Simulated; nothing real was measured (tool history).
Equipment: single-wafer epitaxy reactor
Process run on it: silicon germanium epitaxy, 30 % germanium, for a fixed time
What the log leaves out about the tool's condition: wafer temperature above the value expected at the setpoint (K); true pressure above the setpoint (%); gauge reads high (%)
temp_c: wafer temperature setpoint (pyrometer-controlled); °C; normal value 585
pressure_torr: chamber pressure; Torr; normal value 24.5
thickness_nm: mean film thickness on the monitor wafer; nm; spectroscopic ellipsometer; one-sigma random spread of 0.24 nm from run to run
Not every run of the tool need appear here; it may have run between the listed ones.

| run | hour | temp_c | pressure_torr | wafers since the last listed run | hours since the last pyrometer calibration | hours since the last manometer calibration | hours since the showerhead was replaced | hours since the gauge calibration | read-back reference wafer on the same gauge, thickness_nm | thickness_nm |
|---|---|---|---|---|---|---|---|---|---|---|
| 1 | 0.0 | 585 | 24.5 | 0 | 2735.5 | 672.4 | 4223.1 | 109.0 | 39.748 | 50.538 |
| 2 | 33.5 | 585 | 24.5 | 447 | 2769.0 | 705.9 | 4256.6 | 142.5 | 39.782 | 50.143 |
| 3 | 47.5 | 585 | 24.5 | 186 | 2783.0 | 719.9 | 4270.6 | 156.5 | 39.773 | 50.801 |
| 4 | 60.7 | 585 | 24.5 | 176 | 2796.2 | 733.1 | 4283.8 | 169.7 | 39.893 | 50.837 |
| 5 | 88.3 | 585 | 24.5 | 368 | 2823.8 | 760.7 | 4311.4 | 197.3 | 39.788 | 50.127 |
| 6 | 102.8 | 585 | 24.5 | 193 | 2838.3 | 775.2 | 4325.9 | 211.8 | 39.777 | 50.519 |
| 7 | 129.2 | 585 | 24.5 | 352 | 2864.7 | 801.6 | 4352.3 | 238.2 | 39.720 | 50.153 |
| 8 | 152.8 | 585 | 24.5 | 315 | 2888.3 | 825.2 | 4375.9 | 261.8 | 39.857 | 50.276 |
| 9 | 188.3 | 585 | 24.5 | 473 | 2923.8 | 860.7 | 4411.4 | 297.3 | 39.813 | 49.703 |
| 10 | 215.5 | 585 | 27.5 | 363 | 2951.0 | 887.9 | 4438.6 | 324.5 | 39.814 | 54.169 |
| 11 | 227.5 | 585 | 27.5 | 160 | 2963.0 | 899.9 | 4450.6 | 336.5 | 39.760 | 53.838 |
| 12 | 239.8 | 585 | 20.3 | 164 | 2975.3 | 912.2 | 4462.9 | 348.8 | 39.773 | 44.056 |
| 13 | 254.4 | 585 | 20.3 | 194 | 2989.9 | 926.8 | 4477.5 | 363.4 | 39.865 | 44.154 |
|  | 266.1 | gauge calibrated |
| 14 | 289.6 | 585 | 24.5 | 469 | 3025.1 | 962.0 | 4512.7 | 23.5 | 39.830 | 49.996 |
| 15 | 320.5 | 585 | 24.5 | 412 | 3056.0 | 992.9 | 4543.6 | 54.4 | 39.827 | 49.655 |
| 16 | 342.5 | 575 | 19.2 | 293 | 3078.0 | 1014.9 | 4565.6 | 76.4 | 39.826 | 33.868 |
| 17 | 363.7 | 585 | 27.5 | 282 | 3099.2 | 1036.1 | 4586.8 | 97.6 | 39.775 | 53.118 |
| 18 | 379.2 | 585 | 20.3 | 206 | 3114.7 | 1051.6 | 4602.3 | 113.1 | 39.890 | 43.611 |
|  | 390.5 | pyrometer calibrated |
|  | 394.2 | capacitance manometer re-zeroed and calibrated |
| 19 | 451.5 | 599 | 24.5 | 808 | 61.0 | 57.3 | 4674.6 | 185.4 | 39.779 | 62.102 |
| 20 | 486.3 | 576 | 24.5 | 464 | 95.8 | 92.1 | 4709.4 | 220.2 | 39.841 | 37.971 |

What does the tool deliver on the next run?
| 21 | 515.6 | 585 | 24.5 | 391 | 125.1 | 121.4 | 4738.7 | 249.5 | ? | ? |

For run 21 the tool returned read-back reference wafer on the same gauge, thickness_nm 39.810, thickness_nm 47.022 nm.
Without the tool's hidden state the same run would have given thickness_nm 45.995 nm.
